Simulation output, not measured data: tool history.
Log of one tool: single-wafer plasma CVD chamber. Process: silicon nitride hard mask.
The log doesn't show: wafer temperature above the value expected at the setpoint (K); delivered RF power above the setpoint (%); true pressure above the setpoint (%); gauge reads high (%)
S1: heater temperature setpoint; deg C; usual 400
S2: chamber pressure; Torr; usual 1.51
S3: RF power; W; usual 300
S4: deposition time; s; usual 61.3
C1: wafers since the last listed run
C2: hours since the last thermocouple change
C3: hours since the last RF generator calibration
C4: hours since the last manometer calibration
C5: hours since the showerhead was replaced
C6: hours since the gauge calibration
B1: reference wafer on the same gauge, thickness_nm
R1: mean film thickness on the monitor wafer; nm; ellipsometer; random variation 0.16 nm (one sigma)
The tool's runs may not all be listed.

run	hour	S1	S2	S3	S4	C1	C2	C3	C4	C5	C6	B1	R1
1	0.0	400	1.51	300	61.3	0	995.6	1051.3	1075.0	2227.1	155.3	81.762	71.594
# hour 15.4: RF generator calibrated
2	67.3	400	1.51	300	61.3	746	1062.9	51.9	1142.3	2294.4	222.6	81.794	72.482
3	112.1	400	1.51	300	61.3	563	1107.7	96.7	1187.1	2339.2	267.4	81.776	72.904
4	161.8	400	1.51	300	61.3	625	1157.4	146.4	1236.8	2388.9	317.1	81.793	72.829
5	263.4	400	1.51	335	58.5	1278	1259.0	248.0	1338.4	2490.5	418.7	81.793	72.382
6	316.7	400	1.51	335	58.5	670	1312.3	301.3	1391.7	2543.8	472.0	81.791	72.422
7	382.5	400	1.51	300	61.3	827	1378.1	367.1	1457.5	2609.6	537.8	81.816	72.456
8	483.5	400	1.28	300	52.7	1270	1479.1	468.1	1558.5	2710.6	638.8	81.777	59.159
9	564.4	400	1.28	300	52.7	1017	1560.0	549.0	1639.4	2791.5	719.7	81.795	59.204
10	634.3	400	1.51	300	61.3	879	1629.9	618.9	1709.3	2861.4	789.6	81.803	72.268
11	737.8	400	1.51	300	61.3	1302	1733.4	722.4	1812.8	2964.9	893.1	81.821	72.341
12	826.0	400	1.51	300	61.3	1109	1821.6	810.6	1901.0	3053.1	981.3	81.831	72.089
13	884.5	400	1.51	300	61.3	735	1880.1	869.1	1959.5	3111.6	1039.8	81.827	72.075
14	982.9	386	1.51	255	61.3	1237	1978.5	967.5	2057.9	3210.0	1138.2	81.836	67.852
# hour 1020.9: capacitance manometer re-zeroed and calibrated
15	1081.2	400	1.51	300	61.3	1135	2076.8	1065.8	60.3	3308.3	1236.5	81.790	71.382
16	1154.6	400	1.51	300	61.3	923	2150.2	1139.2	133.7	3381.7	1309.9	81.821	71.492
# hour 1286.1: thermocouple changed; heater temperature recalibrated
# hour 1325.3: gauge calibrated
# hour 1326.2: RF generator calibrated
17	1423.7	400	1.51	255	57.5	3184	137.6	97.5	402.8	3650.8	98.4	81.775	61.228
# hour 1516.1: showerhead replaced
18	1516.6	406	1.39	300	61.3	1068	230.5	190.4	495.7	0.5	191.3	81.819	67.887
19	1582.8	400	1.51	300	61.3	832	296.7	256.6	561.9	66.7	257.5	81.810	69.706
20	1656.3	400	1.51	300	61.3	924	370.2	330.1	635.4	140.2	331.0	81.794	70.132
21	1756.1	405	1.51	300	61.3	1255	470.0	429.9	735.2	240.0	430.8	81.759	69.492
# hour 1776.5: RF generator calibrated, repeated, since the last time left the tool worse
22	1801.8	412	1.32	315	55.3	474	515.7	25.3	780.9	285.7	476.5	81.788	63.958
23	1884.1	400	1.51	275	61.3	1035	598.0	107.6	863.2	368.0	558.8	81.802	70.377
24	1987.7	388	1.51	255	61.3	1303	701.6	211.2	966.8	471.6	662.4	81.829	68.490
25	2045.6	400	1.51	285	71.7	728	759.5	269.1	1024.7	529.5	720.3	81.779	83.299

Forecast each of these 4 alternatives for the next run:
A	2046.0	412	1.51	300	61.3	5	759.9	269.5	1025.1	529.9	720.7	?	?
B	2046.0	400	1.51	300	54.4	5	759.9	269.5	1025.1	529.9	720.7	?	?
C	2046.0	414	1.51	300	61.3	5	759.9	269.5	1025.1	529.9	720.7	?	?
D	2046.0	412	1.31	330	69.7	5	759.9	269.5	1025.1	529.9	720.7	?	?

run	B1	R1
A	81.780	72.072
B	81.780	64.356
C	81.780	71.999
D	81.780	81.634
Without the tool's hidden state the same runs would have given:
run	R1
A	72.329
B	64.585
C	72.256
D	81.916
